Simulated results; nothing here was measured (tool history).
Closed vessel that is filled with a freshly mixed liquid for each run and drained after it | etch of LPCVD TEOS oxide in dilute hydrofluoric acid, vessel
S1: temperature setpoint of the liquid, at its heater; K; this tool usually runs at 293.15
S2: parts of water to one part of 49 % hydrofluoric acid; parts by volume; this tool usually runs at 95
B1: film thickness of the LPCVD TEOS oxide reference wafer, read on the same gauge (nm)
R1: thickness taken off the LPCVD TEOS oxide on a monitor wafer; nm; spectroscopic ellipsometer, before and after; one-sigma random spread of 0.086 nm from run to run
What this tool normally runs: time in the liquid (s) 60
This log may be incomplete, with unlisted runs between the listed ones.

{"run": 1, "hour": 0.0, "S1": 293.15, "S2": 95, "time in the liquid (s)": 60, "B1": 80.01, "R1": 24.52}
{"run": 2, "hour": 56.5, "S1": 293.15, "S2": 95, "time in the liquid (s)": 60, "B1": 79.97, "R1": 24.67}
{"run": 3, "hour": 120.6, "S1": 293.15, "S2": 95, "time in the liquid (s)": 75, "B1": 80.01, "R1": 30.96}
{"run": 4, "hour": 167.1, "S1": 293.15, "S2": 95, "time in the liquid (s)": 60, "B1": 79.99, "R1": 24.62}
{"run": 5, "hour": 251.2, "S1": 293.15, "S2": 95, "time in the liquid (s)": 60, "B1": 79.95, "R1": 24.65}
{"run": 6, "hour": 333.9, "S1": 293.15, "S2": 95, "time in the liquid (s)": 60, "B1": 80.0, "R1": 24.62}
{"run": 7, "hour": 395.0, "S1": 293.15, "S2": 95, "time in the liquid (s)": 60, "B1": 80.02, "R1": 24.72}
{"run": 8, "hour": 449.0, "S1": 293.15, "S2": 95, "time in the liquid (s)": 60, "B1": 80.03, "R1": 24.56}
{"run": 9, "hour": 526.9, "S1": 293.15, "S2": 95, "time in the liquid (s)": 70, "B1": 79.98, "R1": 28.79}
{"run": 10, "hour": 566.9, "S1": 293.15, "S2": 95, "time in the liquid (s)": 70, "B1": 79.99, "R1": 28.9}
{"run": 11, "hour": 622.8, "S1": 293.15, "S2": 95, "time in the liquid (s)": 70, "B1": 80.03, "R1": 28.56}
{"run": 12, "hour": 721.3, "S1": 296.15, "S2": 95, "time in the liquid (s)": 60, "B1": 80.0, "R1": 28.02}
{"run": 13, "hour": 759.1, "S1": 290.15, "S2": 55, "time in the liquid (s)": 75, "B1": 80.03, "R1": 49.04}
{"run": 14, "hour": 821.0, "S1": 293.15, "S2": 95, "time in the liquid (s)": 60, "B1": 80.06, "R1": 24.57}
{"run": 15, "hour": 869.6, "S1": 293.15, "S2": 95, "time in the liquid (s)": 45, "B1": 80.0, "R1": 18.54}
{"run": 16, "hour": 963.2, "S1": 296.15, "S2": 95, "time in the liquid (s)": 60, "B1": 79.99, "R1": 27.84}
{"run": 17, "hour": 1079.5, "S1": 293.15, "S2": 95, "time in the liquid (s)": 30, "B1": 80.02, "R1": 12.38}
{"run": 18, "hour": 1139.2, "S1": 293.15, "S2": 95, "time in the liquid (s)": 60, "B1": 80.0, "R1": 24.59}
{"run": 19, "hour": 1180.1, "S1": 293.15, "S2": 95, "time in the liquid (s)": 60, "B1": 79.99, "R1": 24.65}
{"run": 20, "hour": 1243.9, "S1": 290.15, "S2": 60, "time in the liquid (s)": 60, "B1": 79.96, "R1": 35.64}
{"run": 21, "hour": 1346.0, "S1": 291.65, "S2": 95, "time in the liquid (s)": 60, "B1": 79.98, "R1": 23.32}
{"run": 22, "hour": 1427.9, "S1": 293.15, "S2": 130, "time in the liquid (s)": 60, "B1": 80.01, "R1": 17.31}

Missing from the log above: 5 entries noted between runs. For each, name the pair of listed runs it sits between and say how the tool's hidden condition differs from the listed run just before to the listed run just after:
In the gap between runs 5 and 6: hydrofluoric acid flow meter replaced (hour 254.3)
  both runs share identical hidden conditions
In the gap between runs 9 and 10: thermometer replaced (hour 555.0)
  both runs share identical hidden conditions
In the gap between runs 13 and 14: hydrofluoric acid flow meter replaced (hour 815.9)
  both runs share identical hidden conditions
In the gap between runs 16 and 17: gauge calibrated (hour 1009.4)
  both runs share identical hidden conditions
In the gap between runs 21 and 22: hydrofluoric acid flow meter replaced (hour 1352.3)
  both runs share identical hidden conditions
